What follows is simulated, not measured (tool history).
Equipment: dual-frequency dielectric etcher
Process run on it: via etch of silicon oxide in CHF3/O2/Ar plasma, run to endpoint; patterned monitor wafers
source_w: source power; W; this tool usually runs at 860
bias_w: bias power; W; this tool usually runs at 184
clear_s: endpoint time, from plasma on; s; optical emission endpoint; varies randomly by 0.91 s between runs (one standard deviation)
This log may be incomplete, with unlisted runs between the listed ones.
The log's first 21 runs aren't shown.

run,hour,source_w,bias_w,"incoming incoming film thickness, nm",clear_s
22,1542.1,700,200,655.1,313.5
# hour 1621.1: upper electrode replaced
23,1621.6,860,217,652.6,285.2
24,1649.3,670,159,654,334.9
25,1749.2,860,184,663.7,303.2
26,1788.9,1000,219,654.9,271.8
27,1862.6,670,227,657,305
28,1899.1,860,184,657.1,298.4
29,1964.4,780,142,656,325.8
# hour 2043.5: wet clean of the chamber
30,2067.1,860,184,658.4,301.7

What if the next run were any one of these 3? Each begins from the tool's condition after run 30:
A,2067.6,860,198,657.5,?
B,2067.6,760,219,657.5,?
C,2067.6,690,197,657.5,?

run,clear_s
A,298.6
B,301.9
C,319.3
Had the tool no hidden state, the same runs would have come out as:
run,clear_s
A,299.7
B,303.1
C,320.6
